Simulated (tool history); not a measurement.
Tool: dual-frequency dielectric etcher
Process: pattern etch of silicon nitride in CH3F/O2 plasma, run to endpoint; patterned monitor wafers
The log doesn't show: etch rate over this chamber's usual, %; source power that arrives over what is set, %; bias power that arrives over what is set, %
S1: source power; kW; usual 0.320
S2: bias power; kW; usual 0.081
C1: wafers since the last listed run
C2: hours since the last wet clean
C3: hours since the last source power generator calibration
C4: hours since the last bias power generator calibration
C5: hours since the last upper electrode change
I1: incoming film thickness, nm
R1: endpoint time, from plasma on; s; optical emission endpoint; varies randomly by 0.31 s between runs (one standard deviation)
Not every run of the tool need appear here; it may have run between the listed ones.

run    hour     S1     S2    C1     C2      C3      C4      C5    I1     R1
  1     0.0  0.320  0.081     0  103.2  1361.5  2030.8  3553.8  76.4   87.5
  2   102.6  0.320  0.081   640  205.8  1464.1  2133.4  3656.4  76.2   87.6
  3   205.7  0.320  0.081   643  308.9  1567.2  2236.5  3759.5  76.5   88.9
  4   313.1  0.320  0.081   670  416.3  1674.6  2343.9  3866.9  77.6   90.0
  5   411.3  0.320  0.081   613  514.5  1772.8  2442.1  3965.1  77.0   89.4
      497.7  -- wet clean of the chamber
  6   498.2  0.320  0.081   392    0.5  1859.7  2529.0  4052.0  77.5   91.0
  7   571.2  0.280  0.081   455   73.5  1932.7  2602.0  4125.0  76.8   93.1
  8   670.1  0.280  0.081   617  172.4  2031.6  2700.9  4223.9  76.9   93.2
      710.5  -- source power generator calibrated
  9   735.5  0.340  0.081   383  237.8    25.0  2766.3  4289.3  76.6   90.1
 10   773.9  0.340  0.081   239  276.2    63.4  2804.7  4327.7  75.9   88.8
      841.1  -- wet clean of the chamber, repeated, since the last time left the tool worse
 11   841.6  0.340  0.081   272    0.5   131.1  2872.4  4395.4  76.9   86.4
 12   860.2  0.320  0.081   116   19.1   149.7  2891.0  4414.0  76.5   87.5
 13   910.8  0.320  0.081   316   69.7   200.3  2941.6  4464.6  76.4   87.4
 14   997.5  0.320  0.081   541  156.4   287.0  3028.3  4551.3  77.2   88.5
     1140.6  -- bias power generator calibrated
     1150.8  -- upper electrode replaced
 15  1200.1  0.360  0.101  1176  359.0   489.6    59.5    49.3  76.6   78.4
 16  1252.5  0.350  0.071   327  411.4   542.0   111.9   101.7  76.2   91.1
 17  1303.2  0.320  0.081   316  462.1   592.7   162.6   152.4  76.5   88.3
     1332.3  -- wet clean of the chamber
 18  1348.4  0.360  0.088   132   16.1   637.9   207.8   197.6  77.7   84.1
 19  1445.8  0.320  0.081   608  113.5   735.3   305.2   295.0  76.7   88.7
 20  1492.4  0.350  0.081   291  160.1   781.9   351.8   341.6  76.2   86.2
 21  1544.3  0.320  0.081   324  212.0   833.8   403.7   393.5  76.4   88.2
 22  1627.5  0.260  0.094   519  295.2   917.0   486.9   476.7  76.8   87.0
 23  1720.1  0.280  0.062   578  387.8  1009.6   579.5   569.3  76.3  100.7
 24  1784.4  0.360  0.089   401  452.1  1073.9   643.8   633.6  76.8   83.3

Forecast run 25:
 25  1835.3  0.360  0.069  317  503.0  1124.8  694.7  684.5  76.9   ?

R1: 92.8 s
With no hidden state in the tool, this same run would have given R1 91.3 s.
